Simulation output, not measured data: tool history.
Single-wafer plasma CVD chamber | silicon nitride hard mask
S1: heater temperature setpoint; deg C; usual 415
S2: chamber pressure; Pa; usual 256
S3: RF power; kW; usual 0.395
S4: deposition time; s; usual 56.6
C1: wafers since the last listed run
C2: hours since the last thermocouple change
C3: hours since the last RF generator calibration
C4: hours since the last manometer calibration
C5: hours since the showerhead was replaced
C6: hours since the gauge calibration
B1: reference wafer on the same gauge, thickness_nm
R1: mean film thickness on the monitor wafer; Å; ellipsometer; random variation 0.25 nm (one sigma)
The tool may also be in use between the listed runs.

run	hour	S1	S2	S3	S4	C1	C2	C3	C4	C5	C6	B1	R1
1	0	415	256	0.355	64.1	0	2510.1	493.3	2753.5	2270.8	725.9	61.736	815.21
2	42.1	415	205	0.395	56.6	1201	2552.2	535.4	2795.6	2312.9	768	61.713	704.76
3	74	415	205	0.395	56.6	910	2584.1	567.3	2827.5	2344.8	799.9	61.71	708.05
4	246.2	415	256	0.395	59.6	4913	2756.3	739.5	2999.7	2517	972.1	61.77	787.48
5	317.9	415	256	0.395	56.6	2045	2828	811.2	3071.4	2588.7	1043.8	61.706	753.11
6	357.1	415	256	0.395	56.6	1118	2867.2	850.4	3110.6	2627.9	1083	61.7	743.46
# hour 386.6: capacitance manometer re-zeroed and calibrated
7	424.5	415	256	0.395	56.6	1694	2934.6	917.8	37.9	2695.3	1150.4	61.655	745.6
8	461.2	415	256	0.395	56.6	1047	2971.3	954.5	74.6	2732	1187.1	61.652	744.23
# hour 478: thermocouple changed; heater temperature recalibrated
# hour 514.5: gauge calibrated
9	523.1	424	256	0.345	56.6	1537	45.1	1016.4	136.5	2793.9	8.6	61.633	698.37
10	554.5	424	256	0.345	56.6	895	76.5	1047.8	167.9	2825.3	40	61.624	701.53
11	593.2	415	256	0.395	56.6	1104	115.2	1086.5	206.6	2864	78.7	61.729	738.51
12	661.6	415	256	0.395	56.6	1951	183.6	1154.9	275	2932.4	147.1	61.726	733.62
# hour 691.4: RF generator calibrated
13	694.1	415	256	0.395	56.6	699	216.1	2.7	307.5	2964.9	179.6	61.643	725.23
# hour 724.6: showerhead replaced
14	753.6	415	221	0.365	64.5	1469	275.6	62.2	367	29	239.1	61.662	768.12
15	785	415	256	0.395	56.6	895	307	93.6	398.4	60.4	270.5	61.699	724.53
16	814.9	423	287	0.46	49.9	853	336.9	123.5	428.3	90.3	300.4	61.673	702.93
17	840	415	256	0.395	47.5	716	362	148.6	453.4	115.4	325.5	61.688	606.97
18	875	422	256	0.395	56.6	998	397	183.6	488.4	150.4	360.5	61.7	720.4
19	943.6	415	231	0.395	67.8	1957	465.6	252.2	557	219	429.1	61.719	841.47
# hour 965.5: RF generator calibrated, repeated, since the last time left the tool worse
20	970.3	415	221	0.365	64.5	533	492.3	4.8	583.7	245.7	455.8	61.785	800.34
21	1018.7	415	256	0.395	56.6	1380	540.7	53.2	632.1	294.1	504.2	61.631	757.04
22	1065.2	415	256	0.395	56.6	1326	587.2	99.7	678.6	340.6	550.7	61.71	755.1
23	1095.3	415	256	0.395	56.6	858	617.3	129.8	708.7	370.7	580.8	61.684	754.1
24	1144.5	415	279	0.445	62.3	1403	666.5	179	757.9	419.9	630	61.729	895.77
25	1205.5	415	256	0.395	65.2	1740	727.5	240	818.9	480.9	691	61.713	869.59
26	1248.7	402	256	0.395	56.6	1232	770.7	283.2	862.1	524.1	734.2	61.656	755.31
27	1274.1	415	217	0.46	48.5	724	796.1	308.6	887.5	549.5	759.6	61.661	655.01

Measured less the same run without the tool's hidden state. The same run-to-run variation is in both; the gauge's scatter may not be:
The hidden state here: wafer temperature above the value expected at the setpoint (K); delivered RF power above the setpoint (%); true pressure above the setpoint (%); gauge reads high (%).
run	R1
1	-4.83
2	-4.42
3	-4.89
4	-8.9
5	-10.17
6	-11.01
7	-12.82
8	-13.83
9	-15.11
10	-16.11
11	-17.77
12	-19.97
13	-32.14
14	-34.57
15	-32.25
16	-29.45
17	-27.19
18	-32.46
19	-38.45
20	-2.09
21	-1.87
22	-1.96
23	-2.05
24	-2.68
25	-3
26	-2.91
27	-2.7
